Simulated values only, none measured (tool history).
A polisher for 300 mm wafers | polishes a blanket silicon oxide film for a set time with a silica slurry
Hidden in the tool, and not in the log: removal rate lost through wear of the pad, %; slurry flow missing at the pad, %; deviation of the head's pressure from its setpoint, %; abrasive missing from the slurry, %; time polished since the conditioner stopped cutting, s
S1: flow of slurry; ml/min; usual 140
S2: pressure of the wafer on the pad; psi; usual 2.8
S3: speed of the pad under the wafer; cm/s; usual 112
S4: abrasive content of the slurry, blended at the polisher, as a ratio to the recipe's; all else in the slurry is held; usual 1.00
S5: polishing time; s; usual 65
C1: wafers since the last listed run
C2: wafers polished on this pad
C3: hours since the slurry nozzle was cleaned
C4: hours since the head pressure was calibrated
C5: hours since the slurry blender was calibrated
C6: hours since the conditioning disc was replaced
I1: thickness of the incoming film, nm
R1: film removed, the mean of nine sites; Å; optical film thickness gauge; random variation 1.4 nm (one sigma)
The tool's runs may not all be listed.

run 1 hour=0.0 | S1=140 S2=2.8 S3=112 S4=1.00 S5=65 | C1=0 C2=1637 C3=379.6 C4=745.3 C5=10.3 C6=25.8 | I1=1648.8 | R1=1374
-- hour=5.8 worn pad replaced by a new one
run 2 hour=64.1 | S1=140 S2=2.8 S3=112 S4=1.00 S5=65 | C1=841 C2=815 C3=443.7 C4=809.4 C5=74.4 C6=89.9 | I1=1655.7 | R1=1419
run 3 hour=94.6 | S1=140 S2=2.8 S3=112 S4=1.00 S5=65 | C1=426 C2=1242 C3=474.2 C4=839.9 C5=104.9 C6=120.4 | I1=1629.9 | R1=1363
-- hour=128.0 worn pad replaced by a new one
run 4 hour=135.5 | S1=140 S2=2.8 S3=112 S4=1.00 S5=65 | C1=516 C2=104 C3=515.1 C4=880.8 C5=145.8 C6=161.3 | I1=1684.4 | R1=1514
run 5 hour=169.4 | S1=140 S2=2.8 S3=112 S4=1.00 S5=65 | C1=474 C2=579 C3=549.0 C4=914.7 C5=179.7 C6=195.2 | I1=1621.8 | R1=1444
run 6 hour=224.6 | S1=140 S2=2.8 S3=112 S4=1.00 S5=65 | C1=772 C2=1351 C3=604.2 C4=969.9 C5=234.9 C6=250.4 | I1=1636.6 | R1=1356
-- hour=240.8 slurry blender recalibrated
-- hour=260.8 worn pad replaced by a new one
-- hour=267.9 conditioning disc replaced and pad reconditioned
run 7 hour=273.3 | S1=140 S2=2.8 S3=112 S4=1.00 S5=65 | C1=569 C2=146 C3=652.9 C4=1018.6 C5=32.5 C6=5.4 | I1=1657.6 | R1=1477
-- hour=310.0 head pressure recalibrated
run 8 hour=311.5 | S1=140 S2=2.8 S3=112 S4=1.00 S5=65 | C1=506 C2=652 C3=691.1 C4=1.5 C5=70.7 C6=43.6 | I1=1662.4 | R1=1420
run 9 hour=349.0 | S1=125 S2=2.8 S3=138 S4=1.00 S5=79 | C1=524 C2=1177 C3=728.6 C4=39.0 C5=108.2 C6=81.1 | I1=1684.1 | R1=1871
run 10 hour=393.1 | S1=165 S2=2.8 S3=144 S4=1.00 S5=46 | C1=617 C2=1794 C3=772.7 C4=83.1 C5=152.3 C6=125.2 | I1=1691.5 | R1=1138
-- hour=400.0 worn pad replaced by a new one
run 11 hour=428.5 | S1=140 S2=2.8 S3=112 S4=1.00 S5=65 | C1=439 C2=399 C3=808.1 C4=118.5 C5=187.7 C6=160.6 | I1=1667.7 | R1=1451
-- hour=446.4 slurry nozzle cleaned
run 12 hour=487.9 | S1=105 S2=2.8 S3=136 S4=1.00 S5=65 | C1=817 C2=1216 C3=41.5 C4=177.9 C5=247.1 C6=220.0 | I1=1642.1 | R1=1618
-- hour=514.1 slurry blender recalibrated
run 13 hour=525.4 | S1=140 S2=2.8 S3=74 S4=1.00 S5=65 | C1=496 C2=1713 C3=79.0 C4=215.4 C5=11.3 C6=257.5 | I1=1660.0 | R1=1071
-- hour=532.8 worn pad replaced by a new one
-- hour=558.5 conditioning disc replaced and pad reconditioned
run 14 hour=571.6 | S1=140 S2=2.8 S3=112 S4=1.00 S5=65 | C1=562 C2=514 C3=125.2 C4=261.6 C5=57.5 C6=13.1 | I1=1644.5 | R1=1558
run 15 hour=596.6 | S1=110 S2=2.8 S3=112 S4=1.00 S5=85 | C1=349 C2=864 C3=150.2 C4=286.6 C5=82.5 C6=38.1 | I1=1665.7 | R1=1876
-- hour=661.2 worn pad replaced by a new one
run 16 hour=661.7 | S1=105 S2=2.0 S3=74 S4=1.00 S5=65 | C1=855 C2=6 C3=215.3 C4=351.7 C5=147.6 C6=103.2 | I1=1662.3 | R1=900

5 ways to go on from here, each from the tool as it stands after run 16. What would each give?
run A hour=662.1 | S1=140 S2=3.4 S3=112 S4=1.00 S5=65 | C1=5 C2=12 C3=215.7 C4=352.1 C5=148.0 C6=103.6 | I1=1666.7 | R1=?
run B hour=662.1 | S1=140 S2=2.8 S3=138 S4=1.00 S5=65 | C1=5 C2=12 C3=215.7 C4=352.1 C5=148.0 C6=103.6 | I1=1666.7 | R1=?
run C hour=662.1 | S1=140 S2=2.8 S3=80 S4=0.85 S5=65 | C1=5 C2=12 C3=215.7 C4=352.1 C5=148.0 C6=103.6 | I1=1666.7 | R1=?
run D hour=662.1 | S1=115 S2=2.8 S3=112 S4=1.00 S5=72 | C1=5 C2=12 C3=215.7 C4=352.1 C5=148.0 C6=103.6 | I1=1666.7 | R1=?
run E hour=662.1 | S1=155 S2=2.8 S3=112 S4=1.00 S5=65 | C1=5 C2=12 C3=215.7 C4=352.1 C5=148.0 C6=103.6 | I1=1666.7 | R1=?

run=A R1=1725
run=B R1=1762
run=C R1=1153
run=D R1=1623
run=E R1=1553
Without the tool's hidden state the same runs would have given:
run=A R1=1832
run=B R1=1871
run=C R1=1224
run=D R1=1737
run=E R1=1643
